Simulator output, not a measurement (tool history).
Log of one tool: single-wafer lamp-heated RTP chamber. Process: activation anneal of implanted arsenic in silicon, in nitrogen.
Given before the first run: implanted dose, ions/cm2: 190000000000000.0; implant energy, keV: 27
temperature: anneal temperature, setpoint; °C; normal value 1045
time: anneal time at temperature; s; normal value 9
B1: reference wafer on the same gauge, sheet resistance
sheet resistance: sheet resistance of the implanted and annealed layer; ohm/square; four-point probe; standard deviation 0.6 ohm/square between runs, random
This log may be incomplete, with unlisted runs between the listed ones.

Run 1, hour 0.0: usual settings but temperature 1026 °C; B1 474.62. Result: sheet resistance 402.57 ohm/square.
At hour 119.6: pyrometer window cleaned and pyrometer calibrated.
Run 2, hour 172.6: usual settings but temperature 1026 °C; B1 473.02. Result: sheet resistance 400.89 ohm/square.
Run 3, hour 201.3: usual settings but temperature 1026 °C; B1 472.66. Result: sheet resistance 400.83 ohm/square.
Run 4, hour 266.1: usual settings but time 11 s; B1 471.86. Result: sheet resistance 396.86 ohm/square.
At hour 286.8: pyrometer window cleaned and pyrometer calibrated.
Run 5, hour 319.5: usual settings but temperature 1025 °C, time 12 s; B1 471.11. Result: sheet resistance 397.57 ohm/square.
Run 6, hour 372.3: usual settings but temperature 1025 °C, time 12 s; B1 470.19. Result: sheet resistance 398.33 ohm/square.
At hour 413.2: gauge calibrated.
Run 7, hour 422.9: usual settings but time 5 s; B1 476.83. Result: sheet resistance 404.41 ohm/square.
At hour 453.7: reflector plate cleaned.
At hour 480.5: pyrometer window cleaned and pyrometer calibrated.
Run 8, hour 481.0: usual settings but temperature 1030 °C, time 12 s; B1 476.76. Result: sheet resistance 401.84 ohm/square.
Run 9, hour 531.2: usual settings but temperature 1037 °C, time 8 s; B1 476.85. Result: sheet resistance 403.38 ohm/square.
Run 10, hour 556.0: usual settings but temperature 1056 °C, time 4 s; B1 476.85. Result: sheet resistance 404.42 ohm/square.
Run 11, hour 611.4: usual settings but temperature 1019 °C, time 5 s; B1 476.34. Result: sheet resistance 405.86 ohm/square.
At hour 675.3: pyrometer window cleaned and pyrometer calibrated.
Run 12, hour 682.6: usual settings; B1 476.01. Result: sheet resistance 402.47 ohm/square.

Predict the results of run 13:
Run 13, hour 739.7: usual settings; B1 ?. Result: sheet resistance ?.

{"run 13": {"B1": 475.85, "sheet resistance": 401.54}}
Minus the tool's unlogged condition, the same run would have read sheet resistance 402.51 ohm/square.

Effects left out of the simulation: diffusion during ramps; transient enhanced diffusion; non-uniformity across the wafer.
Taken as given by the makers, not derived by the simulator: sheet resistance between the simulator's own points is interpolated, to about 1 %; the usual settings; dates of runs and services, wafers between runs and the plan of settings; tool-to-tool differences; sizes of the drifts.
